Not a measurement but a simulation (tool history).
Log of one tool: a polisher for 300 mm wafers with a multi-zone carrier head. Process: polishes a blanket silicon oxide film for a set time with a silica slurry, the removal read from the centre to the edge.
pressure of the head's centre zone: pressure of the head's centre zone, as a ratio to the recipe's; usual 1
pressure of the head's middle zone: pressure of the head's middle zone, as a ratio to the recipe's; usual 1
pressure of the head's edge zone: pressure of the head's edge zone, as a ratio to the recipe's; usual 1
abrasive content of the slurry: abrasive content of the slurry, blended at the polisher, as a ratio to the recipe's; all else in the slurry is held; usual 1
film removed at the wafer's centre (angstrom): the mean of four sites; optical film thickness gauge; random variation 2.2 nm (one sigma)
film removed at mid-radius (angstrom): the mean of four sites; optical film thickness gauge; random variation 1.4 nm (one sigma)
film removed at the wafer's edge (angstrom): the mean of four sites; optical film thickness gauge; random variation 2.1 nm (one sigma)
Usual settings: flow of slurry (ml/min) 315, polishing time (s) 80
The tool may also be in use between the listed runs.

run,hour,flow of slurry (ml/min),pressure of the head's centre zone,pressure of the head's middle zone,pressure of the head's edge zone,abrasive content of the slurry,polishing time (s),"incoming thickness of the incoming film, nm",film removed at the wafer's centre (angstrom),film removed at mid-radius (angstrom),film removed at the wafer's edge (angstrom)
1,0,315,1,1,1,1,80,1291.9,1489,1408,1448
2,17.5,315,1,1,1,1.2,80,1307.7,1605,1549,1532
3,51.2,315,1,1,1,1.2,80,1313.1,1551,1543,1569
# hour 96.2: centre zone pressure recalibrated
4,102.6,315,1,1,1,1.2,80,1303.7,1539,1558,1508
5,129.1,315,1,1,1,1,80,1318.1,1474,1418,1426
# hour 160.5: worn pad replaced by a new one
6,162.5,315,1,1,1,1,80,1317.2,1478,1442,1431
7,181.1,405,1,1,1,1,80,1306.6,1482,1481,1444
8,206.3,315,0.93,1,1.06,1,80,1315,1368,1442,1454
9,221.4,315,1,1,1,1,80,1298.9,1458,1430,1426
# hour 244.7: carrier head's membrane replaced by a new one
10,267.4,380,1,1,1,1,80,1308.8,1450,1461,1499
11,287.1,315,1,1,0.93,0.9,80,1309,1416,1367,1334
# hour 322.2: worn pad replaced by a new one
12,322.7,315,1.11,0.94,1,1,80,1314.4,1635,1372,1446
# hour 366.2: edge zone pressure recalibrated
13,379,315,1,1,1,1,95,1304.2,1787,1679,1676
# hour 396.6: slurry nozzle cleaned
14,409.7,315,1,1,1,1,80,1284.7,1471,1435,1440
# hour 436.2: centre zone pressure recalibrated
15,444.2,315,1,1.06,1,1.2,80,1322.1,1555,1621,1544
16,456.6,315,1,1.07,1,1,80,1304.5,1477,1497,1456
# hour 463.2: worn pad replaced by a new one
17,476.3,315,1,1,1,1,80,1288.4,1448,1435,1441
18,493,315,1.08,1,1,1,67,1313.2,1312,1196,1202
19,509.1,315,1,1.04,1.04,1,80,1320.1,1439,1492,1464
20,527.8,415,1.11,0.93,1,1,80,1338.4,1680,1386,1454
21,553.3,355,1.06,1,1,1.15,96,1323.1,2044,1847,1854

4 ways to go on from here, each from the tool as it stands after run 21. What would each give?
A,553.8,315,1,1,1,1,80,1300.6,?,?,?
B,553.8,315,1,1,1.05,1,80,1300.6,?,?,?
C,553.8,315,1,1,1.11,0.75,80,1300.6,?,?,?
D,553.8,315,1,1,0.96,1,95,1300.6,?,?,?

run,film removed at the wafer's centre (angstrom),film removed at mid-radius (angstrom),film removed at the wafer's edge (angstrom)
A,1488,1432,1459
B,1488,1431,1493
C,1318,1268,1360
D,1766,1700,1699
Without the tool's hidden state the same runs would have given:
run,film removed at the wafer's centre (angstrom),film removed at mid-radius (angstrom),film removed at the wafer's edge (angstrom)
A,1488,1432,1459
B,1488,1431,1493
C,1318,1268,1360
D,1766,1700,1699

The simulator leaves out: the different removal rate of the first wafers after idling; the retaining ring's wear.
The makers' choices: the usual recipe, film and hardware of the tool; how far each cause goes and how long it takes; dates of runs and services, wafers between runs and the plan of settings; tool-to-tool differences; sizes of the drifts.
